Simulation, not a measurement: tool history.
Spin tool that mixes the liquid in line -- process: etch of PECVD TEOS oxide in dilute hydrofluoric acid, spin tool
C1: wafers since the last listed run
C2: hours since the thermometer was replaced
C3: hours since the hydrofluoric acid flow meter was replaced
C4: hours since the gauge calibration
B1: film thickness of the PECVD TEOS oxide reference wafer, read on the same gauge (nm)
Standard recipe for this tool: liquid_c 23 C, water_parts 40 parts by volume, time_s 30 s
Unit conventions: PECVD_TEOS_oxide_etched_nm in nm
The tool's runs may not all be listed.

Run 1, hour 0: usual settings; C1 0; C2 411.7; C3 1164.9; C4 126.1; B1 49.97. Result: PECVD_TEOS_oxide_etched_nm 19.62 nm.
Run 2, hour 10.4: usual settings but water_parts 30 parts by volume; C1 122; C2 422.1; C3 1175.3; C4 136.5; B1 50.02. Result: PECVD_TEOS_oxide_etched_nm 26.89 nm.
Run 3, hour 23.3: usual settings but water_parts 30 parts by volume; C1 151; C2 435; C3 1188.2; C4 149.4; B1 50. Result: PECVD_TEOS_oxide_etched_nm 26.92 nm.
Run 4, hour 38.3: usual settings but liquid_c 27 C; C1 176; C2 450; C3 1203.2; C4 164.4; B1 49.96. Result: PECVD_TEOS_oxide_etched_nm 23.75 nm.
Run 5, hour 51.8: usual settings; C1 158; C2 463.5; C3 1216.7; C4 177.9; B1 49.95. Result: PECVD_TEOS_oxide_etched_nm 20.43 nm.
Run 6, hour 67.1: usual settings; C1 179; C2 478.8; C3 1232; C4 193.2; B1 50.01. Result: PECVD_TEOS_oxide_etched_nm 20.42 nm.
Run 7, hour 82.8: usual settings; C1 184; C2 494.5; C3 1247.7; C4 208.9; B1 49.97. Result: PECVD_TEOS_oxide_etched_nm 19.77 nm.
Run 8, hour 93.3: usual settings but water_parts 50 parts by volume; C1 123; C2 505; C3 1258.2; C4 219.4; B1 50.03. Result: PECVD_TEOS_oxide_etched_nm 15.94 nm.
At hour 95.6: gauge calibrated.
Run 9, hour 99.4: usual settings but water_parts 50 parts by volume; C1 71; C2 511.1; C3 1264.3; C4 3.8; B1 49.97. Result: PECVD_TEOS_oxide_etched_nm 16.07 nm.
Run 10, hour 117.2: usual settings but water_parts 50 parts by volume; C1 209; C2 528.9; C3 1282.1; C4 21.6; B1 49.99. Result: PECVD_TEOS_oxide_etched_nm 15.72 nm.
Run 11, hour 130.2: usual settings but liquid_c 20 C; C1 152; C2 541.9; C3 1295.1; C4 34.6; B1 49.99. Result: PECVD_TEOS_oxide_etched_nm 17.57 nm.
Run 12, hour 145.7: usual settings but liquid_c 20 C; C1 182; C2 557.4; C3 1310.6; C4 50.1; B1 49.94. Result: PECVD_TEOS_oxide_etched_nm 17.81 nm.
Run 13, hour 158.8: usual settings but time_s 35 s; C1 154; C2 570.5; C3 1323.7; C4 63.2; B1 49.98. Result: PECVD_TEOS_oxide_etched_nm 23.48 nm.
Run 14, hour 172.1: usual settings; C1 156; C2 583.8; C3 1337; C4 76.5; B1 49.97. Result: PECVD_TEOS_oxide_etched_nm 20.38 nm.
Run 15, hour 184.1: usual settings; C1 141; C2 595.8; C3 1349; C4 88.5; B1 50. Result: PECVD_TEOS_oxide_etched_nm 20.31 nm.
Run 16, hour 192.6: usual settings; C1 99; C2 604.3; C3 1357.5; C4 97; B1 49.99. Result: PECVD_TEOS_oxide_etched_nm 20.16 nm.
Run 17, hour 209.1: usual settings but water_parts 30 parts by volume, time_s 15 s; C1 194; C2 620.8; C3 1374; C4 113.5; B1 50. Result: PECVD_TEOS_oxide_etched_nm 13.42 nm.
Run 18, hour 225.5: usual settings but water_parts 50 parts by volume, time_s 40 s; C1 192; C2 637.2; C3 1390.4; C4 129.9; B1 49.98. Result: PECVD_TEOS_oxide_etched_nm 21.4 nm.
Run 19, hour 236.4: usual settings but water_parts 25 parts by volume; C1 128; C2 648.1; C3 1401.3; C4 140.8; B1 50.02. Result: PECVD_TEOS_oxide_etched_nm 33.24 nm.
Run 20, hour 253.6: usual settings but liquid_c 18 C, water_parts 55 parts by volume; C1 202; C2 665.3; C3 1418.5; C4 158; B1 50.02. Result: PECVD_TEOS_oxide_etched_nm 11.78 nm.
At hour 258.2: thermometer replaced.
Run 21, hour 271.1: usual settings but liquid_c 21.5 C, water_parts 20 parts by volume, time_s 35 s; C1 194; C2 12.9; C3 1436; C4 175.5; B1 50.02. Result: PECVD_TEOS_oxide_etched_nm 48.69 nm.
At hour 276.9: gauge calibrated.
Run 22, hour 279.6: usual settings but time_s 15 s; C1 99; C2 21.4; C3 1444.5; C4 2.7; B1 50. Result: PECVD_TEOS_oxide_etched_nm 10.73 nm.
At hour 288: hydrofluoric acid flow meter replaced.
Run 23, hour 288.5: usual settings but liquid_c 24.5 C, water_parts 60 parts by volume; C1 92; C2 30.3; C3 0.5; C4 11.6; B1 49.96. Result: PECVD_TEOS_oxide_etched_nm 14.73 nm.
Run 24, hour 300.3: usual settings but water_parts 60 parts by volume, time_s 35 s; C1 138; C2 42.1; C3 12.3; C4 23.4; B1 49.99. Result: PECVD_TEOS_oxide_etched_nm 16.41 nm.
Run 25, hour 308.4: usual settings but liquid_c 21.5 C; C1 95; C2 50.2; C3 20.4; C4 31.5; B1 50. Result: PECVD_TEOS_oxide_etched_nm 20.43 nm.
At hour 324.1: thermometer replaced, repeated, since the last time left the tool worse.
Run 26, hour 324.6: usual settings but liquid_c 21.5 C, water_parts 30 parts by volume, time_s 40 s; C1 178; C2 0.5; C3 36.6; C4 47.7; B1 50.02. Result: PECVD_TEOS_oxide_etched_nm 32.62 nm.
Run 27, hour 331: usual settings but liquid_c 25.5 C, water_parts 30 parts by volume, time_s 20 s; C1 75; C2 6.9; C3 43; C4 54.1; B1 49.98. Result: PECVD_TEOS_oxide_etched_nm 19.1 nm.
Run 28, hour 339.6: usual settings but liquid_c 27 C, water_parts 60 parts by volume, time_s 20 s; C1 101; C2 15.5; C3 51.6; C4 62.7; B1 50.01. Result: PECVD_TEOS_oxide_etched_nm 9.8 nm.
Run 29, hour 354: usual settings; C1 169; C2 29.9; C3 66; C4 77.1; B1 50.02. Result: PECVD_TEOS_oxide_etched_nm 19.34 nm.
Run 30, hour 368: usual settings; C1 164; C2 43.9; C3 80; C4 91.1; B1 49.98. Result: PECVD_TEOS_oxide_etched_nm 18.93 nm.
Run 31, hour 382.1: usual settings but water_parts 50 parts by volume; C1 165; C2 58; C3 94.1; C4 105.2; B1 49.98. Result: PECVD_TEOS_oxide_etched_nm 15.29 nm.
Run 32, hour 396: usual settings but liquid_c 25 C, water_parts 35 parts by volume; C1 163; C2 71.9; C3 108; C4 119.1; B1 50.04. Result: PECVD_TEOS_oxide_etched_nm 24.13 nm.

The same runs without the tool's hidden state, with the same run-to-run variation:
Hidden state at play: liquid hotter than its thermometer reads (K); hydrofluoric acid flow above the setpoint (%); gauge reads high (%).
run  PECVD_TEOS_oxide_etched_nm
  1                       18.59
  2                       25.44
  3                       25.44
  4                       22.48
  5                       19.28
  6                       19.23
  7                        18.6
  8                       14.99
  9                        15.1
 10                       14.75
 11                       16.43
 12                       16.64
 13                       21.94
 14                       19.02
 15                       18.93
 16                       18.78
 17                       12.48
 18                        19.9
 19                       30.82
 20                        10.9
 21                       42.61
 22                        9.42
 23                       12.97
 24                       14.41
 25                       17.86
 26                       32.35
 27                       18.93
 28                         9.7
 29                       19.12
 30                        18.7
 31                       15.08
 32                       23.77
